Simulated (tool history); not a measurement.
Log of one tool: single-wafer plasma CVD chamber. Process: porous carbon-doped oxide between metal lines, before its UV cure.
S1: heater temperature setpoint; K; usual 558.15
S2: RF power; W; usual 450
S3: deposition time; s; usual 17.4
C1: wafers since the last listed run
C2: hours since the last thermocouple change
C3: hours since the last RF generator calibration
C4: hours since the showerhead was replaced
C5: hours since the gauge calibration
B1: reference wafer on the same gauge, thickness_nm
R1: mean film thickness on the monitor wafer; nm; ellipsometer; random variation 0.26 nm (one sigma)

{"run": 1, "hour": 0.0, "S1": 558.15, "S2": 450, "S3": 17.4, "C1": 0, "C2": 950.2, "C3": 962.4, "C4": 7164.9, "C5": 829.3, "B1": 113.037, "R1": 106.178}
{"run": 2, "hour": 48.2, "S1": 558.15, "S2": 450, "S3": 17.4, "C1": 1032, "C2": 998.4, "C3": 1010.6, "C4": 7213.1, "C5": 877.5, "B1": 112.989, "R1": 106.027}
{"run": 3, "hour": 77.9, "S1": 558.15, "S2": 450, "S3": 17.4, "C1": 636, "C2": 1028.1, "C3": 1040.3, "C4": 7242.8, "C5": 907.2, "B1": 113.044, "R1": 106.519}
{"run": 4, "hour": 122.5, "S1": 558.15, "S2": 450, "S3": 17.4, "C1": 955, "C2": 1072.7, "C3": 1084.9, "C4": 7287.4, "C5": 951.8, "B1": 113.01, "R1": 105.857}
{"run": 5, "hour": 159.7, "S1": 558.15, "S2": 450, "S3": 17.4, "C1": 796, "C2": 1109.9, "C3": 1122.1, "C4": 7324.6, "C5": 989, "B1": 113.006, "R1": 106.077}
{"run": 6, "hour": 231.1, "S1": 558.15, "S2": 450, "S3": 17.4, "C1": 1529, "C2": 1181.3, "C3": 1193.5, "C4": 7396, "C5": 1060.4, "B1": 113.051, "R1": 106.219}
{"run": 7, "hour": 277.1, "S1": 558.15, "S2": 450, "S3": 17.4, "C1": 985, "C2": 1227.3, "C3": 1239.5, "C4": 7442, "C5": 1106.4, "B1": 112.976, "R1": 106.158}
{"run": 8, "hour": 343.9, "S1": 558.15, "S2": 450, "S3": 17.4, "C1": 1430, "C2": 1294.1, "C3": 1306.3, "C4": 7508.8, "C5": 1173.2, "B1": 113.006, "R1": 106.086}
{"run": 9, "hour": 412.0, "S1": 558.15, "S2": 450, "S3": 17.4, "C1": 1458, "C2": 1362.2, "C3": 1374.4, "C4": 7576.9, "C5": 1241.3, "B1": 112.927, "R1": 105.677}
{"run": 10, "hour": 474.8, "S1": 558.15, "S2": 450, "S3": 17.4, "C1": 1345, "C2": 1425, "C3": 1437.2, "C4": 7639.7, "C5": 1304.1, "B1": 112.981, "R1": 106.05}
{"hour": 517.7, "done": "RF generator calibrated"}
{"run": 11, "hour": 530.8, "S1": 558.15, "S2": 450, "S3": 17.4, "C1": 1028, "C2": 1481, "C3": 13.1, "C4": 7695.7, "C5": 1360.1, "B1": 112.964, "R1": 106.289}
{"run": 12, "hour": 597.4, "S1": 558.15, "S2": 450, "S3": 17.4, "C1": 1426, "C2": 1547.6, "C3": 79.7, "C4": 7762.3, "C5": 1426.7, "B1": 113.029, "R1": 106.118}
{"run": 13, "hour": 649.9, "S1": 551.15, "S2": 450, "S3": 17.4, "C1": 1124, "C2": 1600.1, "C3": 132.2, "C4": 7814.8, "C5": 1479.2, "B1": 112.969, "R1": 110.268}
{"run": 14, "hour": 706.6, "S1": 558.15, "S2": 450, "S3": 18.5, "C1": 1214, "C2": 1656.8, "C3": 188.9, "C4": 7871.5, "C5": 1535.9, "B1": 113.011, "R1": 112.17}
{"run": 15, "hour": 743.2, "S1": 550.15, "S2": 450, "S3": 17.4, "C1": 783, "C2": 1693.4, "C3": 225.5, "C4": 7908.1, "C5": 1572.5, "B1": 113.045, "R1": 111.21}
{"run": 16, "hour": 814.0, "S1": 558.15, "S2": 450, "S3": 17.4, "C1": 1516, "C2": 1764.2, "C3": 296.3, "C4": 7978.9, "C5": 1643.3, "B1": 112.975, "R1": 106.293}
{"hour": 847.6, "done": "gauge calibrated"}
{"run": 17, "hour": 849.9, "S1": 571.15, "S2": 520, "S3": 20.6, "C1": 768, "C2": 1800.1, "C3": 332.2, "C4": 8014.8, "C5": 2.3, "B1": 113.102, "R1": 129.044}
{"run": 18, "hour": 1010.7, "S1": 566.15, "S2": 510, "S3": 17.4, "C1": 3444, "C2": 1960.9, "C3": 493, "C4": 8175.6, "C5": 163.1, "B1": 113.044, "R1": 110.907}
{"hour": 1026.8, "done": "showerhead replaced"}
{"run": 19, "hour": 1057.1, "S1": 558.15, "S2": 450, "S3": 17.4, "C1": 822, "C2": 2007.3, "C3": 539.4, "C4": 30.3, "C5": 209.5, "B1": 113.032, "R1": 106.037}
{"run": 20, "hour": 1082.3, "S1": 548.15, "S2": 515, "S3": 14.5, "C1": 539, "C2": 2032.5, "C3": 564.6, "C4": 55.5, "C5": 234.7, "B1": 113.029, "R1": 103.168}
{"run": 21, "hour": 1136.0, "S1": 570.15, "S2": 415, "S3": 17.4, "C1": 1150, "C2": 2086.2, "C3": 618.3, "C4": 109.2, "C5": 288.4, "B1": 113.052, "R1": 92.903}
{"run": 22, "hour": 1181.1, "S1": 568.15, "S2": 505, "S3": 19.1, "C1": 966, "C2": 2131.3, "C3": 663.4, "C4": 154.3, "C5": 333.5, "B1": 113.012, "R1": 119.485}
{"run": 23, "hour": 1226.8, "S1": 558.15, "S2": 450, "S3": 17.4, "C1": 978, "C2": 2177, "C3": 709.1, "C4": 200, "C5": 379.2, "B1": 112.973, "R1": 105.983}
{"run": 24, "hour": 1270.7, "S1": 558.15, "S2": 480, "S3": 16.2, "C1": 940, "C2": 2220.9, "C3": 753, "C4": 243.9, "C5": 423.1, "B1": 113.008, "R1": 103.666}
{"run": 25, "hour": 1326.7, "S1": 558.15, "S2": 450, "S3": 15.9, "C1": 1199, "C2": 2276.9, "C3": 809, "C4": 299.9, "C5": 479.1, "B1": 113.037, "R1": 97.376}
{"hour": 1337.6, "done": "thermocouple changed; heater temperature recalibrated"}
{"run": 26, "hour": 1407.8, "S1": 552.15, "S2": 450, "S3": 16.2, "C1": 1565, "C2": 70.2, "C3": 890.1, "C4": 381, "C5": 560.2, "B1": 113.075, "R1": 102.264}
{"run": 27, "hour": 1456.8, "S1": 564.15, "S2": 390, "S3": 20, "C1": 1049, "C2": 119.2, "C3": 939.1, "C4": 430, "C5": 609.2, "B1": 112.998, "R1": 104.519}
{"run": 28, "hour": 1618.0, "S1": 569.15, "S2": 515, "S3": 16.4, "C1": 3452, "C2": 280.4, "C3": 1100.3, "C4": 591.2, "C5": 770.4, "B1": 113.018, "R1": 103.395}
{"run": 29, "hour": 1659.4, "S1": 549.15, "S2": 485, "S3": 20.9, "C1": 886, "C2": 321.8, "C3": 1141.7, "C4": 632.6, "C5": 811.8, "B1": 112.936, "R1": 140.901}
{"run": 30, "hour": 1693.2, "S1": 558.15, "S2": 450, "S3": 17.4, "C1": 723, "C2": 355.6, "C3": 1175.5, "C4": 666.4, "C5": 845.6, "B1": 112.93, "R1": 106.386}

4 ways to go on from here, each from the tool as it stands after run 30. What would each give?
{"run": "A", "hour": 1693.6, "S1": 558.15, "S2": 450, "S3": 14.2, "C1": 8, "C2": 356, "C3": 1175.9, "C4": 666.8, "C5": 846, "B1": "?", "R1": "?"}
{"run": "B", "hour": 1693.6, "S1": 569.15, "S2": 515, "S3": 14.3, "C1": 8, "C2": 356, "C3": 1175.9, "C4": 666.8, "C5": 846, "B1": "?", "R1": "?"}
{"run": "C", "hour": 1693.6, "S1": 564.15, "S2": 505, "S3": 17.4, "C1": 8, "C2": 356, "C3": 1175.9, "C4": 666.8, "C5": 846, "B1": "?", "R1": "?"}
{"run": "D", "hour": 1693.6, "S1": 569.15, "S2": 495, "S3": 18.7, "C1": 8, "C2": 356, "C3": 1175.9, "C4": 666.8, "C5": 846, "B1": "?", "R1": "?"}

run=A B1=113.102 R1=87.22
run=B B1=113.102 R1=90.873
run=C B1=113.102 R1=111.281
run=D B1=113.102 R1=114.551
Without the tool's hidden state the same runs would have given:
run=A R1=87.22
run=B R1=90.873
run=C R1=111.281
run=D R1=114.551

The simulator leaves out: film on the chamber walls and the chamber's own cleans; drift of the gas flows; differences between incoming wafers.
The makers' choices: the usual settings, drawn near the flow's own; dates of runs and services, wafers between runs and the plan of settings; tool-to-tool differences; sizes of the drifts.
